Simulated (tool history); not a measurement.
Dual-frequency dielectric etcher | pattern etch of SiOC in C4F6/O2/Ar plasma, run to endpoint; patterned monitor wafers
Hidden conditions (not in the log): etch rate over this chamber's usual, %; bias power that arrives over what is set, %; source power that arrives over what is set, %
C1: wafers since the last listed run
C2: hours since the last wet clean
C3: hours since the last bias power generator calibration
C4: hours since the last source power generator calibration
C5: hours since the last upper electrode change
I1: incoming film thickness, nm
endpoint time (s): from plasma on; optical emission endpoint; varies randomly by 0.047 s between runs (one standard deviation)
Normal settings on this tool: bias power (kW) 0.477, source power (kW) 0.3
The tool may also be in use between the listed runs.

Run 1, hour 0: usual settings but bias power (kW) 0.41; C1 0; C2 339.6; C3 657.9; C4 3836.9; C5 2719.8; I1 43.21. Result: endpoint time (s) 16.3.
At hour 6.2: wet clean of the chamber.
Run 2, hour 65.1: usual settings but bias power (kW) 0.41; C1 918; C2 58.9; C3 723; C4 3902; C5 2784.9; I1 42.85. Result: endpoint time (s) 16.5.
Run 3, hour 152.5: usual settings but bias power (kW) 0.53; C1 1362; C2 146.3; C3 810.4; C4 3989.4; C5 2872.3; I1 42.91. Result: endpoint time (s) 15.2.
Run 4, hour 217.6: usual settings but bias power (kW) 0.53; C1 1015; C2 211.4; C3 875.5; C4 4054.5; C5 2937.4; I1 42.95. Result: endpoint time (s) 15.2.
Run 5, hour 294.6: usual settings; C1 1200; C2 288.4; C3 952.5; C4 4131.5; C5 3014.4; I1 42.83. Result: endpoint time (s) 15.5.
At hour 349.5: wet clean of the chamber.
Run 6, hour 361.3: usual settings; C1 665; C2 11.8; C3 1019.2; C4 4198.2; C5 3081.1; I1 42.87. Result: endpoint time (s) 15.9.
At hour 511.8: source power generator calibrated.
Run 7, hour 590.6: usual settings but bias power (kW) 0.544, source power (kW) 0.25; C1 3512; C2 241.1; C3 1248.5; C4 78.8; C5 3310.4; I1 42.45. Result: endpoint time (s) 15.9.
At hour 653.7: upper electrode replaced.
Run 8, hour 654.2: usual settings but bias power (kW) 0.544, source power (kW) 0.25; C1 617; C2 304.7; C3 1312.1; C4 142.4; C5 0.5; I1 42.85. Result: endpoint time (s) 15.8.
At hour 708.2: wet clean of the chamber.
Run 9, hour 708.7: usual settings but bias power (kW) 0.536, source power (kW) 0.25; C1 475; C2 0.5; C3 1366.6; C4 196.9; C5 55; I1 42.84. Result: endpoint time (s) 16.3.
Run 10, hour 758.9: usual settings but bias power (kW) 0.544, source power (kW) 0.26; C1 782; C2 50.7; C3 1416.8; C4 247.1; C5 105.2; I1 42.53. Result: endpoint time (s) 15.8.
At hour 852.1: bias power generator calibrated.
Run 11, hour 862.4: usual settings but bias power (kW) 0.582; C1 1551; C2 154.2; C3 10.3; C4 350.6; C5 208.7; I1 42.85. Result: endpoint time (s) 14.4.
Run 12, hour 921.3: usual settings but bias power (kW) 0.51, source power (kW) 0.38; C1 918; C2 213.1; C3 69.2; C4 409.5; C5 267.6; I1 42.86. Result: endpoint time (s) 13.8.
Run 13, hour 1026: usual settings but bias power (kW) 0.522, source power (kW) 0.36; C1 1632; C2 317.8; C3 173.9; C4 514.2; C5 372.3; I1 42.73. Result: endpoint time (s) 13.8.
At hour 1065.3: wet clean of the chamber.
Run 14, hour 1087.6: usual settings; C1 586; C2 22.3; C3 235.5; C4 575.8; C5 433.9; I1 42.6. Result: endpoint time (s) 15.7.
Run 15, hour 1147.5: usual settings; C1 933; C2 82.2; C3 295.4; C4 635.7; C5 493.8; I1 42.64. Result: endpoint time (s) 15.6.
Run 16, hour 1206.3: usual settings but source power (kW) 0.33; C1 916; C2 141; C3 354.2; C4 694.5; C5 552.6; I1 42.98. Result: endpoint time (s) 15.1.
Run 17, hour 1302.7: usual settings but bias power (kW) 0.36, source power (kW) 0.24; C1 1503; C2 237.4; C3 450.6; C4 790.9; C5 649; I1 42.57. Result: endpoint time (s) 18.1.

Alternative continuations, all from the tool just after run 17; predict every row:
Run A, hour 1303.1: usual settings but source power (kW) 0.22; C1 6; C2 237.8; C3 451; C4 791.3; C5 649.4; I1 42.13. Result: endpoint time (s) ?.
Run B, hour 1303.1: usual settings but bias power (kW) 0.407, source power (kW) 0.24; C1 6; C2 237.8; C3 451; C4 791.3; C5 649.4; I1 42.13. Result: endpoint time (s) ?.
Run C, hour 1303.1: usual settings but bias power (kW) 0.585; C1 6; C2 237.8; C3 451; C4 791.3; C5 649.4; I1 42.13. Result: endpoint time (s) ?.
Run D, hour 1303.1: usual settings but source power (kW) 0.32; C1 6; C2 237.8; C3 451; C4 791.3; C5 649.4; I1 42.13. Result: endpoint time (s) ?.

run  endpoint time (s)
  A               16.9
  B               17.3
  C               14.2
  D               14.8
Without the tool's unlogged condition, the same runs would have read:
run  endpoint time (s)
  A               17.2
  B               17.6
  C               14.4
  D               15.1

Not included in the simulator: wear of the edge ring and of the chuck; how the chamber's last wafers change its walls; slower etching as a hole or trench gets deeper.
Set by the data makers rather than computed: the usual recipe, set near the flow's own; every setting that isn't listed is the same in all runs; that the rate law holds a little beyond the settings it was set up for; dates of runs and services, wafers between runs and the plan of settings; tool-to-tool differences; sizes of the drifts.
